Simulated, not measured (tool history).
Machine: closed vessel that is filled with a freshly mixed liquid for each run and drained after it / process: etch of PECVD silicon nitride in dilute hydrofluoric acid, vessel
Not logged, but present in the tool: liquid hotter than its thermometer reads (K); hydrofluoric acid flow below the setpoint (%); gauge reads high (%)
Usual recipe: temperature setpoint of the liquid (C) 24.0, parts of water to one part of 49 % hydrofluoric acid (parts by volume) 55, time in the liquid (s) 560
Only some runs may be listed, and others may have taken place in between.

run    hour  temperature setpoint of the liquid (C)  parts of water to one part of 49 % hydrofluoric acid (parts by volume)  time in the liquid (s)  wafers since the last listed run  hours since the thermometer was replaced  hours since the hydrofluoric acid flow meter was replaced  hours since the gauge calibration  read-back film thickness of the PECVD silicon nitride reference wafer, read on the same gauge (nm)  thickness taken off the PECVD silicon nitride on a monitor wafer (angstrom)
  1     0.0                                    21.5                                                                      75                     560                                 0                                    1827.0                                                      142.1                             1343.5                                                                                               68.38                                                                        317.6
  2    69.6                                    21.5                                                                      75                     560                              6165                                    1896.6                                                      211.7                             1413.1                                                                                               68.22                                                                        315.2
  3   130.4                                    24.0                                                                      55                     560                              5386                                    1957.4                                                      272.5                             1473.9                                                                                               68.08                                                                        507.8
  4   161.0                                    24.0                                                                      55                     560                              2710                                    1988.0                                                      303.1                             1504.5                                                                                               68.00                                                                        504.3
  5   224.3                                    24.0                                                                      55                     460                              5607                                    2051.3                                                      366.4                             1567.8                                                                                               67.87                                                                        416.3
  6   261.6                                    24.0                                                                      55                     560                              3304                                    2088.6                                                      403.7                             1605.1                                                                                               67.77                                                                        508.8
  7   466.5                                    24.0                                                                      55                     560                             18151                                    2293.5                                                      608.6                             1810.0                                                                                               67.21                                                                        504.2
  8   523.0                                    22.5                                                                      55                     560                              5005                                    2350.0                                                      665.1                             1866.5                                                                                               67.09                                                                        452.2
  9   549.6                                    21.5                                                                      55                     560                              2356                                    2376.6                                                      691.7                             1893.1                                                                                               67.01                                                                        422.9
 10   593.0                                    21.5                                                                      55                     560                              3844                                    2420.0                                                      735.1                             1936.5                                                                                               66.84                                                                        420.1
      600.4  -- gauge calibrated
 11   656.6                                    24.0                                                                      55                     560                              5634                                    2483.6                                                      798.7                               56.2                                                                                               70.01                                                                        517.3
 12   725.0                                    24.0                                                                      55                     560                              6059                                    2552.0                                                      867.1                              124.6                                                                                               70.03                                                                        521.8
 13   766.5                                    24.0                                                                      55                     560                              3676                                    2593.5                                                      908.6                              166.1                                                                                               70.03                                                                        521.0
 14   826.5                                    24.0                                                                      60                     560                              5315                                    2653.5                                                      968.6                              226.1                                                                                               70.00                                                                        481.1
 15   871.1                                    24.0                                                                      60                     560                              3950                                    2698.1                                                     1013.2                              270.7                                                                                               69.95                                                                        479.4
 16   905.4                                    24.0                                                                      60                     560                              3038                                    2732.4                                                     1047.5                              305.0                                                                                               69.94                                                                        482.2
 17   970.7                                    24.0                                                                      55                     560                              5784                                    2797.7                                                     1112.8                              370.3                                                                                               69.91                                                                        516.3
 18  1035.5                                    21.5                                                                      75                     560                              5740                                    2862.5                                                     1177.6                              435.1                                                                                               69.87                                                                        322.5
     1047.6  -- hydrofluoric acid flow meter replaced
 19  1140.8                                    24.0                                                                      55                     560                              9239                                    2967.8                                                       93.2                              540.4                                                                                               69.75                                                                        521.6
 20  1165.7                                    21.5                                                                      65                     835                              2205                                    2992.7                                                      118.1                              565.3                                                                                               69.74                                                                        555.3
 21  1198.2                                    20.5                                                                      45                     560                              2879                                    3025.2                                                      150.6                              597.8                                                                                               69.78                                                                        498.1
 22  1250.3                                    21.0                                                                      55                     320                              4615                                    3077.3                                                      202.7                              649.9                                                                                               69.69                                                                        241.9
 23  1298.2                                    27.5                                                                      40                     560                              4243                                    3125.2                                                      250.6                              697.8                                                                                               69.65                                                                        890.6
     1309.0  -- thermometer replaced
 24  1358.1                                    26.0                                                                      55                     560                              5217                                      49.1                                                      310.5                              757.7                                                                                               69.57                                                                        593.9
 25  1398.7                                    27.0                                                                      80                     670                              3596                                      89.7                                                      351.1                              798.3                                                                                               69.49                                                                        523.3
 26  1454.3                                    24.0                                                                      80                     560                              4925                                     145.3                                                      406.7                              853.9                                                                                               69.47                                                                        361.2
 27  1487.3                                    28.5                                                                      55                     560                              2923                                     178.3                                                      439.7                              886.9                                                                                               69.41                                                                        700.3
 28  1539.0                                    26.0                                                                      55                     560                              4579                                     230.0                                                      491.4                              938.6                                                                                               69.35                                                                        591.4
 29  1602.1                                    25.5                                                                      35                     655                              5589                                     293.1                                                      554.5                             1001.7                                                                                               69.23                                                                       1031.4
 30  1634.8                                    24.0                                                                      55                     560                              2896                                     325.8                                                      587.2                             1034.4                                                                                               69.19                                                                        513.7
 31  1674.9                                    21.5                                                                      55                     410                              3552                                     365.9                                                      627.3                             1074.5                                                                                               69.13                                                                        318.3
 32  1745.1                                    20.5                                                                      75                     350                              6218                                     436.1                                                      697.5                             1144.7                                                                                               69.03                                                                        187.7

4 ways to go on from here, each from the tool as it stands after run 32. What would each give?
  A  1745.9                                    24.0                                                                      55                     560                                70                                     436.9                                                      698.3                             1145.5                                                                                                   ?                                                                            ?
  B  1745.9                                    24.0                                                                      85                     560                                70                                     436.9                                                      698.3                             1145.5                                                                                                   ?                                                                            ?
  C  1745.9                                    24.0                                                                      55                     660                                70                                     436.9                                                      698.3                             1145.5                                                                                                   ?                                                                            ?
  D  1745.9                                    24.0                                                                      45                     405                                70                                     436.9                                                      698.3                             1145.5                                                                                                   ?                                                                            ?

run  read-back film thickness of the PECVD silicon nitride reference wafer, read on the same gauge (nm)  thickness taken off the PECVD silicon nitride on a monitor wafer (angstrom)
  A                                                                                               69.01                                                                        510.9
  B                                                                                               69.01                                                                        333.0
  C                                                                                               69.01                                                                        602.1
  D                                                                                               69.01                                                                        449.6
Had the tool no hidden state, the same runs would have come out as:
run  thickness taken off the PECVD silicon nitride on a monitor wafer (angstrom)
  A                                                                        518.3
  B                                                                        337.8
  C                                                                        610.8
  D                                                                        456.2
